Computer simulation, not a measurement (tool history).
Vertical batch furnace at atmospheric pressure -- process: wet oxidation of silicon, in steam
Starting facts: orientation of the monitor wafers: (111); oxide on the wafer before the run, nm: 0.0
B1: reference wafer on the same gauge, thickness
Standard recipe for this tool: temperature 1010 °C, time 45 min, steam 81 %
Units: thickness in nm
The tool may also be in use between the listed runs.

run 1 hour=0 | temperature=996 time=45 steam=81 | B1=420.1 | thickness=345.05
run 2 hour=34.8 | temperature=996 time=45 steam=81 | B1=420.1 | thickness=345.3
run 3 hour=65.9 | temperature=1010 time=45 steam=81 | B1=420.04 | thickness=374.86
run 4 hour=89.1 | temperature=1010 time=45 steam=81 | B1=420.09 | thickness=375.19
-- hour=147.4 steam generator serviced
run 5 hour=184.7 | temperature=1010 time=45 steam=81 | B1=420.02 | thickness=391.19
-- hour=196.5 gauge calibrated
run 6 hour=214.5 | temperature=1023 time=45 steam=74 | B1=419.94 | thickness=397.22
run 7 hour=228.5 | temperature=1023 time=45 steam=74 | B1=419.95 | thickness=396.92
-- hour=270.2 thermocouples replaced and temperature profile calibrated
run 8 hour=270.7 | temperature=1023 time=45 steam=74 | B1=420.24 | thickness=397.2
run 9 hour=277 | temperature=1010 time=45 steam=81 | B1=419.97 | thickness=391.61
run 10 hour=291.6 | temperature=1025 time=56.5 steam=72 | B1=419.96 | thickness=453.78
run 11 hour=340.6 | temperature=985 time=45 steam=92 | B1=420.03 | thickness=361.72

Predict the results of run 12:
run 12 hour=353.9 | temperature=1010 time=45 steam=70 | B1=? | thickness=?

B1: 420.09
thickness: 356.41 nm
The same run, on a tool lacking any hidden state, would have yielded thickness 359.14 nm.

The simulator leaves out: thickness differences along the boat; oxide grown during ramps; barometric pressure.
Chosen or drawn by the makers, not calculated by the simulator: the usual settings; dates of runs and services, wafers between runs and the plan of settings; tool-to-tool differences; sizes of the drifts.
